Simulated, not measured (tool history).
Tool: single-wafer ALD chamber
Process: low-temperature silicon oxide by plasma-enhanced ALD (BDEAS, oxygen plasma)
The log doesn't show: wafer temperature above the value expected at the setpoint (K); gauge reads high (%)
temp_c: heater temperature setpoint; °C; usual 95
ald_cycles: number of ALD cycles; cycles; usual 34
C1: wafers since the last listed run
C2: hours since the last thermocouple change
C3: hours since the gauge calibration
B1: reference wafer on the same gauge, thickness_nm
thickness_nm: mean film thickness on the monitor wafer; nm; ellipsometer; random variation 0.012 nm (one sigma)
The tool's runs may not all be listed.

Run 1, hour 0.0: usual settings but ald_cycles 29 cycles; C1 0; C2 2286.3; C3 525.1; B1 4.062. Result: thickness_nm 3.972 nm.
Run 2, hour 15.8: usual settings but ald_cycles 29 cycles; C1 174; C2 2302.1; C3 540.9; B1 4.061. Result: thickness_nm 3.966 nm.
Run 3, hour 47.9: usual settings but ald_cycles 36 cycles; C1 355; C2 2334.2; C3 573.0; B1 4.061. Result: thickness_nm 4.911 nm.
Run 4, hour 77.5: usual settings but ald_cycles 36 cycles; C1 327; C2 2363.8; C3 602.6; B1 4.060. Result: thickness_nm 4.887 nm.
Run 5, hour 106.9: usual settings but ald_cycles 36 cycles; C1 325; C2 2393.2; C3 632.0; B1 4.060. Result: thickness_nm 4.914 nm.
Run 6, hour 134.2: usual settings but temp_c 87 °C; C1 302; C2 2420.5; C3 659.3; B1 4.061. Result: thickness_nm 4.742 nm.
Run 7, hour 156.4: usual settings but temp_c 87 °C; C1 245; C2 2442.7; C3 681.5; B1 4.059. Result: thickness_nm 4.740 nm.
Run 8, hour 172.0: usual settings; C1 172; C2 2458.3; C3 697.1; B1 4.060. Result: thickness_nm 4.624 nm.
Run 9, hour 184.6: usual settings; C1 139; C2 2470.9; C3 709.7; B1 4.057. Result: thickness_nm 4.630 nm.
Run 10, hour 210.0: usual settings; C1 280; C2 2496.3; C3 735.1; B1 4.061. Result: thickness_nm 4.643 nm.
Run 11, hour 240.3: usual settings; C1 335; C2 2526.6; C3 765.4; B1 4.062. Result: thickness_nm 4.642 nm.
Run 12, hour 264.6: usual settings; C1 268; C2 2550.9; C3 789.7; B1 4.061. Result: thickness_nm 4.640 nm.
Run 13, hour 291.4: usual settings; C1 296; C2 2577.7; C3 816.5; B1 4.061. Result: thickness_nm 4.613 nm.
Run 14, hour 306.6: usual settings; C1 168; C2 2592.9; C3 831.7; B1 4.061. Result: thickness_nm 4.638 nm.
At hour 341.1: thermocouple changed; heater temperature recalibrated.
At hour 349.8: gauge calibrated.
Run 15, hour 375.6: usual settings; C1 674; C2 34.5; C3 25.8; B1 4.059. Result: thickness_nm 4.703 nm.
Run 16, hour 404.5: usual settings but temp_c 89 °C; C1 319; C2 63.4; C3 54.7; B1 4.060. Result: thickness_nm 4.817 nm.
Run 17, hour 435.7: usual settings but temp_c 89 °C; C1 345; C2 94.6; C3 85.9; B1 4.060. Result: thickness_nm 4.813 nm.
Run 18, hour 457.6: usual settings; C1 242; C2 116.5; C3 107.8; B1 4.062. Result: thickness_nm 4.719 nm.
Run 19, hour 476.1: usual settings; C1 204; C2 135.0; C3 126.3; B1 4.059. Result: thickness_nm 4.712 nm.
Run 20, hour 493.1: usual settings; C1 188; C2 152.0; C3 143.3; B1 4.059. Result: thickness_nm 4.710 nm.
Run 21, hour 519.2: usual settings but ald_cycles 37 cycles; C1 288; C2 178.1; C3 169.4; B1 4.059. Result: thickness_nm 5.101 nm.
Run 22, hour 545.3: usual settings but ald_cycles 37 cycles; C1 288; C2 204.2; C3 195.5; B1 4.060. Result: thickness_nm 5.135 nm.
Run 23, hour 578.2: usual settings but temp_c 107 °C; C1 363; C2 237.1; C3 228.4; B1 4.059. Result: thickness_nm 4.577 nm.
Run 24, hour 594.9: usual settings but ald_cycles 38 cycles; C1 184; C2 253.8; C3 245.1; B1 4.059. Result: thickness_nm 5.284 nm.
Run 25, hour 620.0: usual settings but temp_c 103 °C, ald_cycles 38 cycles; C1 277; C2 278.9; C3 270.2; B1 4.059. Result: thickness_nm 5.156 nm.
Run 26, hour 641.4: usual settings but temp_c 99 °C; C1 236; C2 300.3; C3 291.6; B1 4.059. Result: thickness_nm 4.642 nm.
Run 27, hour 671.9: usual settings; C1 337; C2 330.8; C3 322.1; B1 4.060. Result: thickness_nm 4.693 nm.
Run 28, hour 702.3: usual settings; C1 336; C2 361.2; C3 352.5; B1 4.062. Result: thickness_nm 4.714 nm.
Run 29, hour 722.1: usual settings; C1 219; C2 381.0; C3 372.3; B1 4.058. Result: thickness_nm 4.707 nm.
Run 30, hour 754.9: usual settings but temp_c 100 °C, ald_cycles 36 cycles; C1 362; C2 413.8; C3 405.1; B1 4.061. Result: thickness_nm 4.910 nm.
Run 31, hour 821.7: usual settings; C1 738; C2 480.6; C3 471.9; B1 4.062. Result: thickness_nm 4.703 nm.
Run 32, hour 845.6: usual settings but temp_c 101 °C, ald_cycles 30 cycles; C1 264; C2 504.5; C3 495.8; B1 4.061. Result: thickness_nm 4.092 nm.
Run 33, hour 874.3: usual settings; C1 317; C2 533.2; C3 524.5; B1 4.060. Result: thickness_nm 4.688 nm.
Run 34, hour 901.7: usual settings but temp_c 88 °C, ald_cycles 38 cycles; C1 303; C2 560.6; C3 551.9; B1 4.062. Result: thickness_nm 5.387 nm.
Run 35, hour 926.3: usual settings but temp_c 109 °C, ald_cycles 40 cycles; C1 272; C2 585.2; C3 576.5; B1 4.060. Result: thickness_nm 5.372 nm.
Run 36, hour 944.2: usual settings but temp_c 83 °C; C1 198; C2 603.1; C3 594.4; B1 4.058. Result: thickness_nm 4.862 nm.
Run 37, hour 959.9: usual settings but temp_c 107 °C, ald_cycles 40 cycles; C1 173; C2 618.8; C3 610.1; B1 4.061. Result: thickness_nm 5.371 nm.
Run 38, hour 987.3: usual settings but temp_c 82 °C, ald_cycles 40 cycles; C1 303; C2 646.2; C3 637.5; B1 4.061. Result: thickness_nm 5.760 nm.
Run 39, hour 1012.5: usual settings; C1 278; C2 671.4; C3 662.7; B1 4.062. Result: thickness_nm 4.703 nm.
Run 40, hour 1045.6: usual settings but temp_c 100 °C, ald_cycles 36 cycles; C1 366; C2 704.5; C3 695.8; B1 4.061. Result: thickness_nm 4.899 nm.
Run 41, hour 1064.4: usual settings but temp_c 108 °C, ald_cycles 40 cycles; C1 207; C2 723.3; C3 714.6; B1 4.060. Result: thickness_nm 5.398 nm.
Run 42, hour 1080.2: usual settings but temp_c 89 °C, ald_cycles 29 cycles; C1 174; C2 739.1; C3 730.4; B1 4.061. Result: thickness_nm 4.080 nm.
Run 43, hour 1101.7: usual settings but temp_c 99 °C, ald_cycles 28 cycles; C1 237; C2 760.6; C3 751.9; B1 4.058. Result: thickness_nm 3.820 nm.
Run 44, hour 1115.3: usual settings but temp_c 103 °C; C1 150; C2 774.2; C3 765.5; B1 4.060. Result: thickness_nm 4.626 nm.
Run 45, hour 1134.8: usual settings but temp_c 81 °C; C1 215; C2 793.7; C3 785.0; B1 4.060. Result: thickness_nm 4.917 nm.

Forecast each of these 4 alternatives for the next run:
Run A, hour 1135.3: usual settings but ald_cycles 31 cycles; C1 5; C2 794.2; C3 785.5; B1 ?. Result: thickness_nm ?.
Run B, hour 1135.3: usual settings but temp_c 106 °C, ald_cycles 40 cycles; C1 5; C2 794.2; C3 785.5; B1 ?. Result: thickness_nm ?.
Run C, hour 1135.3: usual settings but temp_c 109 °C, ald_cycles 39 cycles; C1 5; C2 794.2; C3 785.5; B1 ?. Result: thickness_nm ?.
Run D, hour 1135.3: usual settings but temp_c 108 °C, ald_cycles 41 cycles; C1 5; C2 794.2; C3 785.5; B1 ?. Result: thickness_nm ?.

run     B1  thickness_nm
  A  4.060         4.273
  B  4.060         5.384
  C  4.060         5.224
  D  4.060         5.501
Without the tool's hidden state the same runs would have given:
run  thickness_nm
  A         4.295
  B         5.398
  C         5.238
  D         5.515
